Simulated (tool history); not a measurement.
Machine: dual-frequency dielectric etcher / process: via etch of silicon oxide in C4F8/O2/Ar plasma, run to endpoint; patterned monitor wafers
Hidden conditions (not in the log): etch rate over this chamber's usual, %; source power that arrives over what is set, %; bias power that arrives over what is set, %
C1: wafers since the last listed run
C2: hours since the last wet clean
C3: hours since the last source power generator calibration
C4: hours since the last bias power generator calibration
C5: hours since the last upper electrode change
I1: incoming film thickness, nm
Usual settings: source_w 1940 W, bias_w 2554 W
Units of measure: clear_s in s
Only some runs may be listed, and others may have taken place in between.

run 1 hour=0 | source_w=1560 bias_w=2554 | C1=0 C2=437.4 C3=2135.4 C4=1546.6 C5=1885.4 | I1=763.8 | clear_s=170.5
-- hour=15.8 wet clean of the chamber
run 2 hour=82.6 | source_w=1560 bias_w=2554 | C1=450 C2=66.8 C3=2218 C4=1629.2 C5=1968 | I1=757.4 | clear_s=174.4
run 3 hour=150.4 | source_w=1560 bias_w=2554 | C1=457 C2=134.6 C3=2285.8 C4=1697 C5=2035.8 | I1=768.4 | clear_s=178.6
run 4 hour=243.7 | source_w=1940 bias_w=2995 | C1=630 C2=227.9 C3=2379.1 C4=1790.3 C5=2129.1 | I1=762.6 | clear_s=141.1
run 5 hour=334.6 | source_w=1940 bias_w=2995 | C1=613 C2=318.8 C3=2470 C4=1881.2 C5=2220 | I1=766.8 | clear_s=143.4
-- hour=463.3 wet clean of the chamber
run 6 hour=463.8 | source_w=1940 bias_w=2554 | C1=710 C2=0.5 C3=2599.2 C4=2010.4 C5=2349.2 | I1=765.8 | clear_s=155.2
run 7 hour=481.9 | source_w=2160 bias_w=3019 | C1=122 C2=18.6 C3=2617.3 C4=2028.5 C5=2367.3 | I1=760.3 | clear_s=136.3
-- hour=534.6 bias power generator calibrated
run 8 hour=535.1 | source_w=2160 bias_w=3019 | C1=332 C2=71.8 C3=2670.5 C4=0.5 C5=2420.5 | I1=767.7 | clear_s=136.1
-- hour=621.6 upper electrode replaced
run 9 hour=623.6 | source_w=1940 bias_w=2554 | C1=435 C2=160.3 C3=2759 C4=89 C5=2 | I1=761.5 | clear_s=153.8
run 10 hour=682.1 | source_w=1940 bias_w=2554 | C1=395 C2=218.8 C3=2817.5 C4=147.5 C5=60.5 | I1=759.9 | clear_s=151.5
run 11 hour=719.1 | source_w=2180 bias_w=2002 | C1=249 C2=255.8 C3=2854.5 C4=184.5 C5=97.5 | I1=770.9 | clear_s=160.3
run 12 hour=789.2 | source_w=2380 bias_w=2715 | C1=473 C2=325.9 C3=2924.6 C4=254.6 C5=167.6 | I1=757.4 | clear_s=130.5
-- hour=805.5 source power generator calibrated
run 13 hour=879.2 | source_w=1940 bias_w=2864 | C1=580 C2=415.9 C3=73.7 C4=344.6 C5=257.6 | I1=761.4 | clear_s=141.7
-- hour=967.5 wet clean of the chamber
run 14 hour=968 | source_w=1940 bias_w=2554 | C1=437 C2=0.5 C3=162.5 C4=433.4 C5=346.4 | I1=761.9 | clear_s=154.7
run 15 hour=1041.4 | source_w=2190 bias_w=2554 | C1=495 C2=73.9 C3=235.9 C4=506.8 C5=419.8 | I1=766.2 | clear_s=147.3
run 16 hour=1099 | source_w=2140 bias_w=2866 | C1=388 C2=131.5 C3=293.5 C4=564.4 C5=477.4 | I1=759.4 | clear_s=136.9
run 17 hour=1137.9 | source_w=1940 bias_w=2123 | C1=262 C2=170.4 C3=332.4 C4=603.3 C5=516.3 | I1=759.8 | clear_s=164.3
run 18 hour=1201.5 | source_w=1650 bias_w=2077 | C1=429 C2=234 C3=396 C4=666.9 C5=579.9 | I1=761.2 | clear_s=179.6
run 19 hour=1306.7 | source_w=2190 bias_w=2554 | C1=710 C2=339.2 C3=501.2 C4=772.1 C5=685.1 | I1=761.2 | clear_s=141.8
run 20 hour=1374.3 | source_w=2190 bias_w=2797 | C1=456 C2=406.8 C3=568.8 C4=839.7 C5=752.7 | I1=766.6 | clear_s=135.6

What would each run have given without the hidden state, its run-to-run variation left as it was?
run=1 clear_s=177.1
run=2 clear_s=174.6
run=3 clear_s=179.9
run=4 clear_s=143.3
run=5 clear_s=146.9
run=6 clear_s=155.2
run=7 clear_s=136.5
run=8 clear_s=137
run=9 clear_s=156.1
run=10 clear_s=154.6
run=11 clear_s=164.1
run=12 clear_s=134.4
run=13 clear_s=147.1
run=14 clear_s=155.1
run=15 clear_s=148.7
run=16 clear_s=139
run=17 clear_s=167.3
run=18 clear_s=183.9
run=19 clear_s=146.6
run=20 clear_s=141

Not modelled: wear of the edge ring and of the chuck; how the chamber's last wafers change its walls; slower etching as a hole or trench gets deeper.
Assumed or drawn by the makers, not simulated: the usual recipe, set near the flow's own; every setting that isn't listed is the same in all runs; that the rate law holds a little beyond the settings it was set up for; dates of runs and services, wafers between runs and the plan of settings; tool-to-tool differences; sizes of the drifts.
